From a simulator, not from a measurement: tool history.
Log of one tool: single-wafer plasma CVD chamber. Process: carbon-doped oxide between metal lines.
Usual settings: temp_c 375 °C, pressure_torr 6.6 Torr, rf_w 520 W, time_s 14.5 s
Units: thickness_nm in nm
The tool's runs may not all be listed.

run,day,temp_c,pressure_torr,rf_w,time_s,wafers since the last listed run,hours since the last thermocouple change,hours since the last RF generator calibration,hours since the last manometer calibration,hours since the showerhead was replaced,hours since the gauge calibration,"read-back reference wafer on the same gauge, thickness_nm",thickness_nm
1,0,375,6.6,520,14.5,0,1288.3,1322.4,1218.5,3784.1,573.9,73.198,75.348
2,4.042,375,6.6,520,14.5,2432,1385.3,1419.4,1315.5,3881.1,670.9,73.226,75.279
3,7.292,375,6.6,520,14.5,1956,1463.3,1497.4,1393.5,3959.1,748.9,73.171,75.09
4,9.808,364,6.6,520,14.5,1514,1523.7,1557.8,1453.9,4019.5,809.3,73.075,76.434
5,12.192,375,6.6,520,14.5,1434,1580.9,1615,1511.1,4076.7,866.5,73.168,74.647
# day 13.517: capacitance manometer re-zeroed and calibrated
# day 14.346: gauge calibrated
6,15.025,375,6.6,520,14.5,1504,1648.9,1683,36.2,4144.7,16.3,73.172,74.193
# day 16.412: RF generator calibrated
7,17.612,375,6.6,520,14.5,1356,1711,28.8,98.3,4206.8,78.4,73.207,76.972
8,20.079,375,6.6,520,14.5,1484,1770.2,88,157.5,4266,137.6,73.213,76.571
9,21.604,375,6.6,520,14.5,917,1806.8,124.6,194.1,4302.6,174.2,73.2,76.996
10,25.533,375,5.15,520,14.5,2365,1901.1,218.9,288.4,4396.9,268.5,73.094,73.742
# day 26.779: thermocouple changed; heater temperature recalibrated
11,27.954,375,6.6,520,14.5,1256,28.2,277,346.5,4455,326.6,73.204,76.652
12,31.583,375,6.6,550,14.5,2184,115.3,364.1,433.6,4542.1,413.7,73.2,78.926
# day 32.392: showerhead replaced, of another model than before
13,34.583,390,6.6,520,12.6,1605,187.3,436.1,505.6,52.6,485.7,73.229,64.413

Run 14 comes next. What will it give?
14,37.221,369,5.72,480,14.5,1587,250.6,499.4,568.9,115.9,549,?,?

Run 14 gave read-back reference wafer on the same gauge, thickness_nm 73.178, thickness_nm 69.037 nm.
Without the tool's hidden state the same run would have given thickness_nm 69.866 nm.
